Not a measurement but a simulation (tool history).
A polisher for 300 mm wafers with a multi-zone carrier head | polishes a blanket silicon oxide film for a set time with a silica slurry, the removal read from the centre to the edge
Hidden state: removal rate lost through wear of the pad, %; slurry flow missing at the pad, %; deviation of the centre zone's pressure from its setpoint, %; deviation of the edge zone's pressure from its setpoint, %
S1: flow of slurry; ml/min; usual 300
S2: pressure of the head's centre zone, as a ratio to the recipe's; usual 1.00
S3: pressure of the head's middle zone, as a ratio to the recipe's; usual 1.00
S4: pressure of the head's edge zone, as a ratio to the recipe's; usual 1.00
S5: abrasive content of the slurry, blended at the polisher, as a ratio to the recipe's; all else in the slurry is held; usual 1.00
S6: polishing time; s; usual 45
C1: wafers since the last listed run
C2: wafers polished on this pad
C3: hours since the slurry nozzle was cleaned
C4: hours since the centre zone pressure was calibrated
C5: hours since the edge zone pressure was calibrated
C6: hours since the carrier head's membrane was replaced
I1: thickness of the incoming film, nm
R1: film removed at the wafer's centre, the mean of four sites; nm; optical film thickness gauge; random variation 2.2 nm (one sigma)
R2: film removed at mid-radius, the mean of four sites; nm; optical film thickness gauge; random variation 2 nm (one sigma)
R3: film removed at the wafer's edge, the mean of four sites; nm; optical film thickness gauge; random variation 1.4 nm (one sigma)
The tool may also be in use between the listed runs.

run	day	S1	S2	S3	S4	S5	S6	C1	C2	C3	C4	C5	C6	I1	R1	R2	R3
1	0.000	300	1.00	1.00	1.00	1.00	45	0	2288	105.9	911.5	367.9	1140.1	1278.8	150.0	145.8	144.7
# day 2.067: worn pad replaced by a new one
2	2.850	300	1.00	1.00	1.00	1.00	45	1042	304	174.3	979.9	436.3	1208.5	1242.2	153.3	144.7	144.7
3	4.800	300	1.00	1.00	1.00	1.00	45	757	1061	221.1	1026.7	483.1	1255.3	1265.2	150.1	145.8	142.7
4	7.208	300	1.00	1.00	1.00	1.00	45	935	1997	278.9	1084.5	540.9	1313.1	1280.0	147.9	141.2	143.9
# day 9.396: worn pad replaced by a new one
5	9.571	300	1.00	1.00	0.93	1.00	45	853	67	335.6	1141.2	597.6	1369.8	1255.4	144.1	141.7	135.8
6	12.292	300	1.00	1.00	1.00	1.00	41	1057	1124	400.9	1206.5	662.9	1435.1	1265.9	130.6	123.5	126.4
# day 14.433: centre zone pressure recalibrated
# day 16.183: worn pad replaced by a new one
# day 16.433: edge zone pressure recalibrated
7	16.708	300	1.00	1.00	1.00	1.00	34	1586	171	506.9	54.6	6.6	1541.1	1265.4	99.2	99.5	99.8
# day 17.483: slurry nozzle cleaned
8	19.146	300	1.00	1.00	1.00	0.80	45	930	1102	39.9	113.1	65.1	1599.6	1260.8	123.0	121.1	116.5
9	22.112	300	0.92	1.00	0.90	1.00	45	1152	2255	111.1	184.3	136.3	1670.8	1265.9	139.3	145.2	136.4
10	24.300	300	1.00	1.00	1.00	1.00	45	850	3105	163.6	236.8	188.8	1723.3	1277.5	145.7	141.6	143.9
# day 24.583: worn pad replaced by a new one
11	26.800	300	0.97	1.00	0.89	0.75	33	906	861	223.6	296.8	248.8	1783.3	1271.0	78.4	78.3	75.3
# day 27.967: carrier head's membrane replaced by a new one
12	29.742	360	1.00	1.00	1.00	1.00	45	1062	1923	294.2	367.4	319.4	42.6	1286.5	153.2	145.5	147.9
13	30.971	300	1.00	1.00	1.00	1.00	45	477	2400	323.7	396.9	348.9	72.1	1274.6	142.3	140.4	142.6
# day 32.354: worn pad replaced by a new one
14	32.858	300	1.00	1.00	1.00	1.00	45	668	195	369.0	442.2	394.2	117.4	1282.9	142.3	139.2	141.7
15	35.742	345	1.00	1.00	0.94	1.00	30	1120	1315	438.2	511.4	463.4	186.6	1275.7	94.7	93.3	88.2
# day 36.312: slurry nozzle cleaned
16	37.467	300	1.04	1.07	1.05	1.20	45	654	1969	27.7	552.8	504.8	228.0	1271.9	174.6	173.2	166.7

The same runs without the tool's hidden state, with the same run-to-run variation:
run	R1	R2	R3
1	150.5	146.2	145.0
2	154.5	145.7	145.5
3	152.0	147.5	144.0
4	151.2	144.0	146.0
5	149.1	146.1	139.0
6	138.1	129.9	131.3
7	112.8	111.7	108.7
8	123.6	121.7	117.0
9	140.4	146.3	137.2
10	147.4	143.2	145.1
11	79.9	79.6	76.3
12	157.2	148.9	150.5
13	147.9	145.3	146.4
14	150.0	146.0	146.8
15	102.0	99.8	92.7
16	175.5	174.1	167.4
